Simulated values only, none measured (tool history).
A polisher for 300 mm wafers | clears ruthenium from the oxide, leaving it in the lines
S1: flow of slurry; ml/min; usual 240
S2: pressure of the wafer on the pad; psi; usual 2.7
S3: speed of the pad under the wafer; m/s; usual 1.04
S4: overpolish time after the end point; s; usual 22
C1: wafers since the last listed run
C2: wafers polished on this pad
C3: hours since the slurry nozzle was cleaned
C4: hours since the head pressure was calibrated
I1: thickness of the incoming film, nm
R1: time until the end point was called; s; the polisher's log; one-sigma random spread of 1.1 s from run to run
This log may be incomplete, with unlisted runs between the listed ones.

run,hour,S1,S2,S3,S4,C1,C2,C3,C4,I1,R1
1,0.0,240,2.7,1.04,26,0,525,360.1,897.9,215.8,135.1
2,28.3,240,2.7,1.04,26,232,757,388.4,926.2,214.7,132.8
3,52.9,240,2.7,1.04,26,202,960,413.0,950.8,218.2,134.2
4,83.5,240,2.7,1.04,28,251,1211,443.6,981.4,215.3,134.2
5,97.8,240,2.7,0.90,22,117,1329,457.9,995.7,214.1,146.9
# hour 110.0: worn pad replaced by a new one
6,130.1,240,2.4,1.04,22,232,165,490.2,1028.0,215.4,149.5
7,160.9,240,2.4,1.04,22,253,418,521.0,1058.8,217.0,150.1
8,191.0,240,2.4,1.04,22,247,665,551.1,1088.9,213.2,149.9
9,206.6,240,2.7,1.04,22,128,794,566.7,1104.5,210.3,132.0
10,223.2,240,3.0,1.12,22,136,930,583.3,1121.1,215.0,118.0
11,256.2,240,2.7,1.04,22,271,1202,616.3,1154.1,215.4,138.6
# hour 280.2: head pressure recalibrated
12,280.7,240,2.7,1.04,22,185,1387,640.8,0.5,212.4,135.9
# hour 286.4: worn pad replaced by a new one
13,300.1,240,2.7,1.04,22,126,112,660.2,19.9,215.0,137.1
14,324.8,240,2.7,1.04,22,203,315,684.9,44.6,216.6,139.1
15,351.2,240,2.7,1.04,22,217,532,711.3,71.0,216.7,140.6
16,365.7,240,2.7,1.04,22,119,652,725.8,85.5,216.9,141.4
17,399.3,240,2.0,1.04,22,276,928,759.4,119.1,213.2,182.0
# hour 418.1: slurry nozzle cleaned
18,434.0,240,2.7,1.04,33,277,1205,15.9,153.8,215.7,131.9
19,452.0,240,2.7,1.04,22,148,1353,33.9,171.8,216.5,131.8
# hour 461.9: worn pad replaced by a new one
20,486.4,240,2.5,1.04,9,249,201,68.3,206.2,217.5,144.8
21,502.1,240,2.4,0.88,22,129,330,84.0,221.9,211.3,160.1
22,526.8,240,2.7,0.76,22,203,533,108.7,246.6,212.8,160.2
23,545.9,240,3.1,1.04,27,157,690,127.8,265.7,215.0,115.6
24,559.0,310,2.7,0.70,9,107,798,140.9,278.8,212.7,163.7
25,586.2,170,2.9,0.72,11,223,1022,168.1,306.0,216.1,164.1
26,606.3,270,2.7,1.04,11,165,1187,188.2,326.1,214.1,128.8
# hour 630.1: worn pad replaced by a new one
27,635.1,240,2.7,1.04,22,203,41,217.0,354.9,216.6,131.8

What will run 28 give?
28,715.9,275,3.1,1.04,22,664,705,297.8,435.7,213.6,?

Logged for run 28: R1 114.9 s.
With no hidden state in the tool, this same run would have given R1 114.0 s.

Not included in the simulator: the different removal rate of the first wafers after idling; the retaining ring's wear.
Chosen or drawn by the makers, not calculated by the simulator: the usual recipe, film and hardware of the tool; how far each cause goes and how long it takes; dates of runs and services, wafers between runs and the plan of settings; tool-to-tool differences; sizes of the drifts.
